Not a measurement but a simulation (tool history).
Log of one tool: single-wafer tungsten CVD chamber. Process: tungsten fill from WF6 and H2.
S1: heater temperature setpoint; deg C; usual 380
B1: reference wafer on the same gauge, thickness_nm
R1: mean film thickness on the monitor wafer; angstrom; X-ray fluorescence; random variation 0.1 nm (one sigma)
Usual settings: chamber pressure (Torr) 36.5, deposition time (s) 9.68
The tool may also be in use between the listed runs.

{"run": 1, "hour": 0.0, "S1": 380, "chamber pressure (Torr)": 36.5, "deposition time (s)": 9.28, "B1": 20.289, "R1": 187.94}
{"run": 2, "hour": 17.5, "S1": 380, "chamber pressure (Torr)": 36.5, "deposition time (s)": 9.28, "B1": 20.288, "R1": 188.49}
{"run": 3, "hour": 36.5, "S1": 380, "chamber pressure (Torr)": 36.5, "deposition time (s)": 9.68, "B1": 20.283, "R1": 195.68}
{"run": 4, "hour": 70.2, "S1": 368, "chamber pressure (Torr)": 36.5, "deposition time (s)": 9.68, "B1": 20.31, "R1": 146.83}
{"hour": 79.5, "done": "gauge calibrated"}
{"hour": 84.4, "done": "thermocouple changed; heater temperature recalibrated"}
{"run": 5, "hour": 90.2, "S1": 370, "chamber pressure (Torr)": 36.5, "deposition time (s)": 9.68, "B1": 20.313, "R1": 153.75}
{"run": 6, "hour": 117.3, "S1": 370, "chamber pressure (Torr)": 36.5, "deposition time (s)": 9.68, "B1": 20.311, "R1": 153.23}
{"run": 7, "hour": 129.6, "S1": 370, "chamber pressure (Torr)": 36.5, "deposition time (s)": 9.68, "B1": 20.288, "R1": 154.15}
{"run": 8, "hour": 146.8, "S1": 380, "chamber pressure (Torr)": 36.5, "deposition time (s)": 9.68, "B1": 20.304, "R1": 195.58}
{"run": 9, "hour": 181.0, "S1": 380, "chamber pressure (Torr)": 29.8, "deposition time (s)": 9.68, "B1": 20.314, "R1": 172.72}
{"run": 10, "hour": 193.9, "S1": 380, "chamber pressure (Torr)": 43.1, "deposition time (s)": 9.68, "B1": 20.273, "R1": 216.02}
{"run": 11, "hour": 207.1, "S1": 380, "chamber pressure (Torr)": 36.5, "deposition time (s)": 9.68, "B1": 20.305, "R1": 196.66}
{"run": 12, "hour": 232.2, "S1": 373, "chamber pressure (Torr)": 36.5, "deposition time (s)": 11.5, "B1": 20.294, "R1": 196.81}
{"run": 13, "hour": 259.1, "S1": 389, "chamber pressure (Torr)": 41.7, "deposition time (s)": 10.88, "B1": 20.307, "R1": 291.44}
{"run": 14, "hour": 277.0, "S1": 388, "chamber pressure (Torr)": 29.1, "deposition time (s)": 10.39, "B1": 20.344, "R1": 216.24}
{"hour": 302.5, "done": "capacitance manometer re-zeroed and calibrated"}
{"run": 15, "hour": 308.0, "S1": 367, "chamber pressure (Torr)": 31.7, "deposition time (s)": 9.68, "B1": 20.275, "R1": 131.16}
{"run": 16, "hour": 321.7, "S1": 380, "chamber pressure (Torr)": 32.2, "deposition time (s)": 11.31, "B1": 20.326, "R1": 211.14}
{"run": 17, "hour": 337.5, "S1": 384, "chamber pressure (Torr)": 32.7, "deposition time (s)": 8.46, "B1": 20.303, "R1": 174.15}
{"run": 18, "hour": 355.5, "S1": 380, "chamber pressure (Torr)": 36.5, "deposition time (s)": 9.68, "B1": 20.284, "R1": 196.27}
{"run": 19, "hour": 368.3, "S1": 376, "chamber pressure (Torr)": 36.5, "deposition time (s)": 10.6, "B1": 20.314, "R1": 196.67}
{"run": 20, "hour": 397.6, "S1": 380, "chamber pressure (Torr)": 45.3, "deposition time (s)": 8.62, "B1": 20.306, "R1": 196.95}
{"run": 21, "hour": 426.4, "S1": 380, "chamber pressure (Torr)": 29.8, "deposition time (s)": 9.68, "B1": 20.316, "R1": 173.05}
{"run": 22, "hour": 451.8, "S1": 380, "chamber pressure (Torr)": 36.5, "deposition time (s)": 9.68, "B1": 20.317, "R1": 193.72}
{"hour": 479.4, "done": "showerhead replaced"}
{"run": 23, "hour": 479.9, "S1": 390, "chamber pressure (Torr)": 28.8, "deposition time (s)": 9.06, "B1": 20.316, "R1": 196.85}
{"run": 24, "hour": 498.5, "S1": 380, "chamber pressure (Torr)": 36.5, "deposition time (s)": 9.68, "B1": 20.278, "R1": 194.91}
{"run": 25, "hour": 532.1, "S1": 380, "chamber pressure (Torr)": 36.5, "deposition time (s)": 9.68, "B1": 20.332, "R1": 195.04}
{"run": 26, "hour": 597.6, "S1": 365, "chamber pressure (Torr)": 36.5, "deposition time (s)": 10.18, "B1": 20.264, "R1": 145.27}
{"run": 27, "hour": 614.2, "S1": 386, "chamber pressure (Torr)": 36.5, "deposition time (s)": 9.68, "B1": 20.301, "R1": 224.6}
{"run": 28, "hour": 630.9, "S1": 380, "chamber pressure (Torr)": 33.2, "deposition time (s)": 9.68, "B1": 20.303, "R1": 184.06}
{"run": 29, "hour": 644.5, "S1": 388, "chamber pressure (Torr)": 33.9, "deposition time (s)": 7.92, "B1": 20.31, "R1": 182.88}
{"run": 30, "hour": 665.9, "S1": 391, "chamber pressure (Torr)": 43.6, "deposition time (s)": 9.68, "B1": 20.276, "R1": 278.13}
{"run": 31, "hour": 682.1, "S1": 369, "chamber pressure (Torr)": 36.5, "deposition time (s)": 11.52, "B1": 20.301, "R1": 179.9}
{"run": 32, "hour": 711.6, "S1": 393, "chamber pressure (Torr)": 39.9, "deposition time (s)": 9.68, "B1": 20.277, "R1": 274.87}
{"run": 33, "hour": 763.4, "S1": 372, "chamber pressure (Torr)": 31.4, "deposition time (s)": 10.82, "B1": 20.314, "R1": 164.99}
{"run": 34, "hour": 796.2, "S1": 376, "chamber pressure (Torr)": 38.9, "deposition time (s)": 9.68, "B1": 20.267, "R1": 185.32}

What the log doesn't show, run by run:
wafer temperature above the value expected at the setpoint (K): 0 in every run
true pressure above the setpoint (%): 0 in every run
gauge reads high (%): 0 in every run
